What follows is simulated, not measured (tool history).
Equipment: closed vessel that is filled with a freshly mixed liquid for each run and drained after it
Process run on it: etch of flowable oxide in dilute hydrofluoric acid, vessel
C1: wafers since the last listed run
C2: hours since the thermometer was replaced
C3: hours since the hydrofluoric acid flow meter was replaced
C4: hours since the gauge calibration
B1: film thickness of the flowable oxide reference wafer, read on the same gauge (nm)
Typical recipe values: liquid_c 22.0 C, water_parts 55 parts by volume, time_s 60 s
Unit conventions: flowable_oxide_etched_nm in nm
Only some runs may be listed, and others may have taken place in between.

run 1 day=0.000 | liquid_c=22.0 water_parts=55 time_s=60 | C1=0 C2=583.1 C3=1396.1 C4=1.6 | B1=120.01 | flowable_oxide_etched_nm=71.12
run 2 day=1.188 | liquid_c=22.0 water_parts=55 time_s=60 | C1=1798 C2=611.6 C3=1424.6 C4=30.1 | B1=120.00 | flowable_oxide_etched_nm=71.11
run 3 day=1.925 | liquid_c=22.0 water_parts=55 time_s=35 | C1=1116 C2=629.3 C3=1442.3 C4=47.8 | B1=120.01 | flowable_oxide_etched_nm=41.36
run 4 day=3.038 | liquid_c=22.0 water_parts=55 time_s=35 | C1=1684 C2=656.0 C3=1469.0 C4=74.5 | B1=120.02 | flowable_oxide_etched_nm=41.59
run 5 day=4.333 | liquid_c=22.0 water_parts=55 time_s=60 | C1=1962 C2=687.1 C3=1500.1 C4=105.6 | B1=119.99 | flowable_oxide_etched_nm=71.05
run 6 day=4.912 | liquid_c=22.0 water_parts=55 time_s=60 | C1=877 C2=701.0 C3=1514.0 C4=119.5 | B1=120.00 | flowable_oxide_etched_nm=70.93
run 7 day=5.642 | liquid_c=22.0 water_parts=70 time_s=60 | C1=1104 C2=718.5 C3=1531.5 C4=137.0 | B1=119.99 | flowable_oxide_etched_nm=55.17
run 8 day=7.138 | liquid_c=22.0 water_parts=70 time_s=60 | C1=2265 C2=754.4 C3=1567.4 C4=172.9 | B1=119.99 | flowable_oxide_etched_nm=54.93
run 9 day=7.788 | liquid_c=22.0 water_parts=55 time_s=60 | C1=984 C2=770.0 C3=1583.0 C4=188.5 | B1=120.02 | flowable_oxide_etched_nm=71.81
run 10 day=9.142 | liquid_c=22.0 water_parts=55 time_s=60 | C1=2050 C2=802.5 C3=1615.5 C4=221.0 | B1=120.01 | flowable_oxide_etched_nm=71.43
run 11 day=10.050 | liquid_c=22.0 water_parts=55 time_s=60 | C1=1375 C2=824.3 C3=1637.3 C4=242.8 | B1=120.00 | flowable_oxide_etched_nm=71.27
run 12 day=11.079 | liquid_c=24.5 water_parts=55 time_s=60 | C1=1558 C2=849.0 C3=1662.0 C4=267.5 | B1=119.99 | flowable_oxide_etched_nm=79.40
run 13 day=12.188 | liquid_c=22.0 water_parts=55 time_s=60 | C1=1678 C2=875.6 C3=1688.6 C4=294.1 | B1=120.02 | flowable_oxide_etched_nm=71.36
run 14 day=13.308 | liquid_c=22.0 water_parts=55 time_s=60 | C1=1697 C2=902.5 C3=1715.5 C4=321.0 | B1=120.00 | flowable_oxide_etched_nm=71.69
run 15 day=13.938 | liquid_c=22.0 water_parts=55 time_s=60 | C1=952 C2=917.6 C3=1730.6 C4=336.1 | B1=120.01 | flowable_oxide_etched_nm=71.84
run 16 day=15.279 | liquid_c=22.0 water_parts=60 time_s=60 | C1=2031 C2=949.8 C3=1762.8 C4=368.3 | B1=119.99 | flowable_oxide_etched_nm=65.56
run 17 day=16.250 | liquid_c=22.0 water_parts=55 time_s=60 | C1=1470 C2=973.1 C3=1786.1 C4=391.6 | B1=120.01 | flowable_oxide_etched_nm=71.92
run 18 day=16.988 | liquid_c=20.0 water_parts=35 time_s=60 | C1=1116 C2=990.8 C3=1803.8 C4=409.3 | B1=120.00 | flowable_oxide_etched_nm=105.92
run 19 day=17.700 | liquid_c=22.0 water_parts=30 time_s=45 | C1=1079 C2=1007.9 C3=1820.9 C4=426.4 | B1=119.98 | flowable_oxide_etched_nm=102.30
run 20 day=18.588 | liquid_c=22.0 water_parts=55 time_s=60 | C1=1344 C2=1029.2 C3=1842.2 C4=447.7 | B1=119.99 | flowable_oxide_etched_nm=71.64
-- day=18.917 hydrofluoric acid flow meter replaced
run 21 day=19.788 | liquid_c=24.0 water_parts=75 time_s=30 | C1=1754 C2=1058.0 C3=20.9 C4=476.5 | B1=120.00 | flowable_oxide_etched_nm=27.83
run 22 day=20.662 | liquid_c=22.0 water_parts=75 time_s=60 | C1=1325 C2=1079.0 C3=41.9 C4=497.5 | B1=120.00 | flowable_oxide_etched_nm=51.61
run 23 day=21.854 | liquid_c=25.0 water_parts=40 time_s=70 | C1=1804 C2=1107.6 C3=70.5 C4=526.1 | B1=120.01 | flowable_oxide_etched_nm=133.00
-- day=22.288 gauge calibrated
run 24 day=22.829 | liquid_c=22.0 water_parts=55 time_s=60 | C1=1476 C2=1131.0 C3=93.9 C4=13.0 | B1=119.99 | flowable_oxide_etched_nm=72.24
-- day=22.962 thermometer replaced
run 25 day=24.079 | liquid_c=19.0 water_parts=45 time_s=80 | C1=1829 C2=26.8 C3=123.9 C4=43.0 | B1=120.00 | flowable_oxide_etched_nm=102.48
run 26 day=24.767 | liquid_c=22.0 water_parts=30 time_s=90 | C1=1041 C2=43.3 C3=140.4 C4=59.5 | B1=120.00 | flowable_oxide_etched_nm=199.83
run 27 day=25.958 | liquid_c=18.5 water_parts=55 time_s=60 | C1=1804 C2=71.9 C3=169.0 C4=88.1 | B1=119.99 | flowable_oxide_etched_nm=60.94
run 28 day=26.671 | liquid_c=17.5 water_parts=55 time_s=60 | C1=1079 C2=89.0 C3=186.1 C4=105.2 | B1=119.99 | flowable_oxide_etched_nm=58.05
run 29 day=27.750 | liquid_c=22.0 water_parts=80 time_s=35 | C1=1634 C2=114.9 C3=212.0 C4=131.1 | B1=120.00 | flowable_oxide_etched_nm=27.42
run 30 day=28.371 | liquid_c=22.0 water_parts=55 time_s=75 | C1=940 C2=129.8 C3=226.9 C4=146.0 | B1=120.00 | flowable_oxide_etched_nm=87.81
run 31 day=29.592 | liquid_c=24.5 water_parts=30 time_s=45 | C1=1848 C2=159.1 C3=256.2 C4=175.3 | B1=120.00 | flowable_oxide_etched_nm=111.10
run 32 day=30.696 | liquid_c=25.5 water_parts=70 time_s=50 | C1=1672 C2=185.6 C3=282.7 C4=201.8 | B1=120.01 | flowable_oxide_etched_nm=52.48

Difference, measured minus no-hidden-state, one row per run. Run-to-run variation is common to both terms; the gauge's own scatter need not be:
The tool's hidden condition here consists of: liquid hotter than its thermometer reads (K); hydrofluoric acid flow above the setpoint (%); gauge reads high (%).
run=1 flowable_oxide_etched_nm=+0.88
run=2 flowable_oxide_etched_nm=+0.94
run=3 flowable_oxide_etched_nm=+0.54
run=4 flowable_oxide_etched_nm=+0.59
run=5 flowable_oxide_etched_nm=+1.03
run=6 flowable_oxide_etched_nm=+1.06
run=7 flowable_oxide_etched_nm=+0.83
run=8 flowable_oxide_etched_nm=+0.87
run=9 flowable_oxide_etched_nm=+1.19
run=10 flowable_oxide_etched_nm=+1.21
run=11 flowable_oxide_etched_nm=+1.23
run=12 flowable_oxide_etched_nm=+1.41
run=13 flowable_oxide_etched_nm=+1.32
run=14 flowable_oxide_etched_nm=+1.36
run=15 flowable_oxide_etched_nm=+1.39
run=16 flowable_oxide_etched_nm=+1.32
run=17 flowable_oxide_etched_nm=+1.48
run=18 flowable_oxide_etched_nm=+2.29
run=19 flowable_oxide_etched_nm=+2.23
run=20 flowable_oxide_etched_nm=+1.56
run=21 flowable_oxide_etched_nm=+0.59
run=22 flowable_oxide_etched_nm=+1.15
run=23 flowable_oxide_etched_nm=+3.07
run=24 flowable_oxide_etched_nm=+1.72
run=25 flowable_oxide_etched_nm=+0.39
run=26 flowable_oxide_etched_nm=+0.85
run=27 flowable_oxide_etched_nm=+0.29
run=28 flowable_oxide_etched_nm=+0.29
run=29 flowable_oxide_etched_nm=+0.15
run=30 flowable_oxide_etched_nm=+0.51
run=31 flowable_oxide_etched_nm=+0.73
run=32 flowable_oxide_etched_nm=+0.35
